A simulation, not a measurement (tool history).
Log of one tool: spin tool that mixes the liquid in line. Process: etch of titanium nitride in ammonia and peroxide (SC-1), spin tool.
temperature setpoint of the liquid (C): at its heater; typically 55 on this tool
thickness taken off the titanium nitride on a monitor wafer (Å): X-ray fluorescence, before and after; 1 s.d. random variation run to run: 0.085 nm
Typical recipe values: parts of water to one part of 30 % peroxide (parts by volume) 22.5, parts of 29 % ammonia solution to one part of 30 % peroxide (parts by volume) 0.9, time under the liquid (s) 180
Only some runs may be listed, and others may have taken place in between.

run	day	temperature setpoint of the liquid (C)	parts of water to one part of 30 % peroxide (parts by volume)	parts of 29 % ammonia solution to one part of 30 % peroxide (parts by volume)	time under the liquid (s)	read-back film thickness of the titanium nitride reference wafer, read on the same gauge (nm)	thickness taken off the titanium nitride on a monitor wafer (Å)
1	0	55	22.5	0.9	180	149.99	98.3
2	2.646	55	22.5	0.9	180	150.01	100.4
3	4.762	55	22.5	0.9	180	150	98.1
4	6.962	55	22.5	0.9	260	149.97	143.8
5	8.638	55	22.5	0.9	260	150.02	145.6
6	10.075	55	22.5	0.9	180	150.04	99.4
7	11.488	55	22.5	0.9	180	150.03	100.1
# day 12.529: thermometer replaced
8	14.192	55	22.5	0.9	180	150.05	94.2
# day 15.329: gauge calibrated
# day 17.158: heated supply line repaired
# day 17.275: new drum of ammonia solution connected
9	20.942	61.5	30.5	1.05	130	150.02	89.9
# day 21.596: ammonia flow meter replaced
10	21.946	55	15	1.2	220	150.02	152
11	23.121	55	22.5	1.15	180	150	97.4
12	24.958	50.5	17.5	0.6	90	149.98	36.9
13	27.208	58.5	22.5	0.55	180	149.94	109.5
14	28.238	55	22.5	0.9	180	149.98	93.1
15	29.75	58.5	22.5	0.55	180	150	107.4
16	31.679	50.5	17.5	0.6	90	150	37.2

Run-by-run hidden state of the tool:
ammonia flow above the setpoint (%): 0 on each run
temperature lost on the way to the wafer (K): 0 on each run
ammonia solution weaker than its label (%): 0 on each run
gauge reads high (%): 0 on each run
H1: liquid hotter than its thermometer reads (K)
run	H1
1	1.14
2	1.21
3	1.26
4	1.32
5	1.36
6	1.4
7	1.44
8	0.148
9	0.321
10	0.347
11	0.377
12	0.424
13	0.482
14	0.509
15	0.547
16	0.597

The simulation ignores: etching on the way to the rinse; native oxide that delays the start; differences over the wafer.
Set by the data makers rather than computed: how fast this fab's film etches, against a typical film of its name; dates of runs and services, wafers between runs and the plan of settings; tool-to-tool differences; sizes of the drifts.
